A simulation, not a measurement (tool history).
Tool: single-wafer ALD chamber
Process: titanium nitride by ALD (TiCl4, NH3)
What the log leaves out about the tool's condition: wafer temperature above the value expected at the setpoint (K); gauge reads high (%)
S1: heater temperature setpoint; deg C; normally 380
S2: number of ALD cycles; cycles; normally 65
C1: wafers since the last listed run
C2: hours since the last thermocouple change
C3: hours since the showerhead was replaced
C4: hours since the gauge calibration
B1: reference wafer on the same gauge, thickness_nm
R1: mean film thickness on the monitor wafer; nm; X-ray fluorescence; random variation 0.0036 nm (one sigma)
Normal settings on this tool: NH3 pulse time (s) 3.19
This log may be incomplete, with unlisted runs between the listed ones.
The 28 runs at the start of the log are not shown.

run 29 hour=750 | S1=380 S2=65 NH3_pulse_time_(s)=3.19 | C1=81 C2=846.7 C3=393.7 C4=481.1 | B1=1.68 | R1=1.482
run 30 hour=775.1 | S1=380 S2=77 NH3_pulse_time_(s)=3.19 | C1=65 C2=871.8 C3=418.8 C4=506.2 | B1=1.681 | R1=1.767
-- hour=811.8 thermocouple changed; heater temperature recalibrated
run 31 hour=812.3 | S1=375 S2=65 NH3_pulse_time_(s)=2.33 | C1=75 C2=0.5 C3=456 C4=543.4 | B1=1.679 | R1=1.471
run 32 hour=832.1 | S1=393 S2=65 NH3_pulse_time_(s)=3.59 | C1=51 C2=20.3 C3=475.8 C4=563.2 | B1=1.683 | R1=1.498
run 33 hour=865.2 | S1=387 S2=65 NH3_pulse_time_(s)=3.19 | C1=85 C2=53.4 C3=508.9 C4=596.3 | B1=1.684 | R1=1.5
run 34 hour=883.8 | S1=387 S2=76 NH3_pulse_time_(s)=2.56 | C1=48 C2=72 C3=527.5 C4=614.9 | B1=1.683 | R1=1.735
run 35 hour=896.5 | S1=380 S2=65 NH3_pulse_time_(s)=2.49 | C1=32 C2=84.7 C3=540.2 C4=627.6 | B1=1.684 | R1=1.478
run 36 hour=928.7 | S1=368 S2=65 NH3_pulse_time_(s)=4.03 | C1=83 C2=116.9 C3=572.4 C4=659.8 | B1=1.685 | R1=1.485
run 37 hour=959.7 | S1=380 S2=65 NH3_pulse_time_(s)=3.19 | C1=80 C2=147.9 C3=603.4 C4=690.8 | B1=1.686 | R1=1.486
run 38 hour=992.6 | S1=372 S2=69 NH3_pulse_time_(s)=3.86 | C1=85 C2=180.8 C3=636.3 C4=723.7 | B1=1.685 | R1=1.579
run 39 hour=1044.2 | S1=367 S2=77 NH3_pulse_time_(s)=2.34 | C1=133 C2=232.4 C3=687.9 C4=775.3 | B1=1.687 | R1=1.71
run 40 hour=1077.9 | S1=373 S2=60 NH3_pulse_time_(s)=3.66 | C1=87 C2=266.1 C3=721.6 C4=809 | B1=1.688 | R1=1.373
run 41 hour=1096.1 | S1=392 S2=65 NH3_pulse_time_(s)=4.16 | C1=47 C2=284.3 C3=739.8 C4=827.2 | B1=1.689 | R1=1.512

Below are 3 alternative next runs, each starting from the tool's condition after run 41. Predict each:
run A hour=1096.7 | S1=380 S2=65 NH3_pulse_time_(s)=3.19 | C1=1 C2=284.9 C3=740.4 C4=827.8 | B1=? | R1=?
run B hour=1096.7 | S1=392 S2=72 NH3_pulse_time_(s)=3.19 | C1=1 C2=284.9 C3=740.4 C4=827.8 | B1=? | R1=?
run C hour=1096.7 | S1=388 S2=65 NH3_pulse_time_(s)=3.19 | C1=1 C2=284.9 C3=740.4 C4=827.8 | B1=? | R1=?

run=A B1=1.688 R1=1.496
run=B B1=1.688 R1=1.67
run=C B1=1.688 R1=1.504
Stripped of hidden state, with their random variation kept, the same runs would have yielded:
run=A R1=1.48
run=B R1=1.652
run=C R1=1.487

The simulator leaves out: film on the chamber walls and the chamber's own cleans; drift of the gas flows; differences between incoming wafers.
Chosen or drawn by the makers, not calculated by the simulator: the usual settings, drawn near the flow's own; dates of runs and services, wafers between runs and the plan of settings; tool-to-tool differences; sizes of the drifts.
